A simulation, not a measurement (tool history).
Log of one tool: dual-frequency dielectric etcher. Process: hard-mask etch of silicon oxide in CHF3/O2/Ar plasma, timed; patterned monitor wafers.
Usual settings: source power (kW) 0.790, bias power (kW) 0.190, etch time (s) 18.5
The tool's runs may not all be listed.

run	hour	source power (kW)	bias power (kW)	etch time (s)	read-back reference wafer on the same gauge, depth_nm	mean etch depth across the wafer (Å)
1	0.0	0.790	0.190	22.5	38.10	504.3
2	73.3	0.790	0.190	22.5	38.11	504.7
3	157.8	0.790	0.219	18.5	38.10	429.4
4	237.9	0.790	0.219	18.5	38.11	429.6
5	310.0	0.790	0.219	18.5	38.11	429.0
6	414.0	0.790	0.190	18.5	38.10	412.5
7	505.1	0.790	0.207	20.5	38.10	466.4
8	572.4	0.670	0.212	23.5	38.09	513.5
9	674.3	0.930	0.150	21.5	38.08	482.8
10	752.5	0.940	0.206	22.0	38.10	534.8
11	832.9	0.670	0.173	13.5	38.11	279.5
12	914.6	0.910	0.208	18.5	38.09	444.5
13	1008.3	0.790	0.190	18.5	38.09	414.5
14	1059.6	0.790	0.190	22.5	38.13	502.9

Not shown: 5 entries that the log had between the listed runs. Between which runs, and how does the tool's hidden state differ before and after?
Between runs 6 and 7: bias power generator calibrated (hour 492.1)
  etch rate over this chamber's usual, %: -0.932 -> -1.08
  measured less the result without the state, mean etch depth across the wafer (Å): -3.9 -> -5.1
Between runs 7 and 8: upper electrode replaced (hour 530.2); wet clean of the chamber (hour 535.7); source power generator calibrated (hour 535.8)
  etch rate over this chamber's usual, %: -1.08 -> -0.0293
  measured less the result without the state, mean etch depth across the wafer (Å): -5.1 -> -0.2
Between runs 10 and 11: gauge calibrated (hour 774.3)
  etch rate over this chamber's usual, %: -0.324 -> -0.455
  measured less the result without the state, mean etch depth across the wafer (Å): -1.7 -> -1.3
